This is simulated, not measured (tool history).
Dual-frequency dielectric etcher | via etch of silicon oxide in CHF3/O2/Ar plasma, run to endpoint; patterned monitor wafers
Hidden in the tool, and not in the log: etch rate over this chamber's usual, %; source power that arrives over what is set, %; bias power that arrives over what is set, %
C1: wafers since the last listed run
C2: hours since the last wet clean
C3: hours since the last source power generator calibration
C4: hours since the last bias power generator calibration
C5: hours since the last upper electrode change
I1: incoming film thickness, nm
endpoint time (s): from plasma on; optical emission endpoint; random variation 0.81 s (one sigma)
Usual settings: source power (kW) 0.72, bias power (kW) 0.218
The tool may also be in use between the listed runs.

{"run": 1, "day": 0.0, "source power (kW)": 0.72, "bias power (kW)": 0.194, "C1": 0, "C2": 210.1, "C3": 1617.6, "C4": 4565.5, "C5": 2367.9, "I1": 546.9, "endpoint time (s)": 229.3}
{"run": 2, "day": 2.133, "source power (kW)": 0.72, "bias power (kW)": 0.194, "C1": 218, "C2": 261.3, "C3": 1668.8, "C4": 4616.7, "C5": 2419.1, "I1": 547.7, "endpoint time (s)": 227.7}
{"run": 3, "day": 5.029, "source power (kW)": 0.72, "bias power (kW)": 0.194, "C1": 296, "C2": 330.8, "C3": 1738.3, "C4": 4686.2, "C5": 2488.6, "I1": 553.6, "endpoint time (s)": 228.3}
{"run": 4, "day": 7.354, "source power (kW)": 0.64, "bias power (kW)": 0.197, "C1": 237, "C2": 386.6, "C3": 1794.1, "C4": 4742, "C5": 2544.4, "I1": 549.8, "endpoint time (s)": 232.3}
{"day": 8.967, "done": "wet clean of the chamber"}
{"run": 5, "day": 9.583, "source power (kW)": 0.64, "bias power (kW)": 0.197, "C1": 125, "C2": 14.8, "C3": 1847.6, "C4": 4795.5, "C5": 2597.9, "I1": 551.1, "endpoint time (s)": 239}
{"day": 11.296, "done": "source power generator calibrated"}
{"run": 6, "day": 11.662, "source power (kW)": 0.72, "bias power (kW)": 0.218, "C1": 195, "C2": 64.7, "C3": 8.8, "C4": 4845.4, "C5": 2647.8, "I1": 554.6, "endpoint time (s)": 225.9}
{"day": 12.817, "done": "bias power generator calibrated"}
{"run": 7, "day": 12.838, "source power (kW)": 0.58, "bias power (kW)": 0.218, "C1": 103, "C2": 92.9, "C3": 37, "C4": 0.5, "C5": 2676, "I1": 548.7, "endpoint time (s)": 234.4}
{"day": 15.088, "done": "upper electrode replaced, of another model than before"}
{"run": 8, "day": 15.108, "source power (kW)": 0.89, "bias power (kW)": 0.218, "C1": 130, "C2": 147.4, "C3": 91.5, "C4": 55, "C5": 0.5, "I1": 549.9, "endpoint time (s)": 214.4}
{"run": 9, "day": 16.129, "source power (kW)": 0.54, "bias power (kW)": 0.257, "C1": 104, "C2": 171.9, "C3": 116, "C4": 79.5, "C5": 25, "I1": 545.6, "endpoint time (s)": 217.1}
{"run": 10, "day": 18.554, "source power (kW)": 0.86, "bias power (kW)": 0.182, "C1": 248, "C2": 230.1, "C3": 174.2, "C4": 137.7, "C5": 83.2, "I1": 556.1, "endpoint time (s)": 232.7}
{"run": 11, "day": 19.8, "source power (kW)": 0.86, "bias power (kW)": 0.164, "C1": 127, "C2": 260, "C3": 204.1, "C4": 167.6, "C5": 113.1, "I1": 548.4, "endpoint time (s)": 236.5}
{"run": 12, "day": 22.792, "source power (kW)": 0.83, "bias power (kW)": 0.248, "C1": 306, "C2": 331.8, "C3": 275.9, "C4": 239.4, "C5": 184.9, "I1": 548.2, "endpoint time (s)": 204.1}
{"run": 13, "day": 24.05, "source power (kW)": 0.72, "bias power (kW)": 0.218, "C1": 128, "C2": 362, "C3": 306.1, "C4": 269.6, "C5": 215.1, "I1": 549.4, "endpoint time (s)": 219}
{"day": 27.021, "done": "wet clean of the chamber"}
{"run": 14, "day": 27.05, "source power (kW)": 0.72, "bias power (kW)": 0.255, "C1": 204, "C2": 0.7, "C3": 378.1, "C4": 341.6, "C5": 287.1, "I1": 547, "endpoint time (s)": 211.3}

The same runs without the tool's hidden state, with the same run-to-run variation:
run=1 endpoint_time_(s)=232.4
run=2 endpoint_time_(s)=231.7
run=3 endpoint_time_(s)=233.6
run=4 endpoint_time_(s)=238.8
run=5 endpoint_time_(s)=239.1
run=6 endpoint_time_(s)=226.9
run=7 endpoint_time_(s)=236
run=8 endpoint_time_(s)=216.7
run=9 endpoint_time_(s)=220
run=10 endpoint_time_(s)=236.8
run=11 endpoint_time_(s)=241.3
run=12 endpoint_time_(s)=209.4
run=13 endpoint_time_(s)=225.2
run=14 endpoint_time_(s)=212

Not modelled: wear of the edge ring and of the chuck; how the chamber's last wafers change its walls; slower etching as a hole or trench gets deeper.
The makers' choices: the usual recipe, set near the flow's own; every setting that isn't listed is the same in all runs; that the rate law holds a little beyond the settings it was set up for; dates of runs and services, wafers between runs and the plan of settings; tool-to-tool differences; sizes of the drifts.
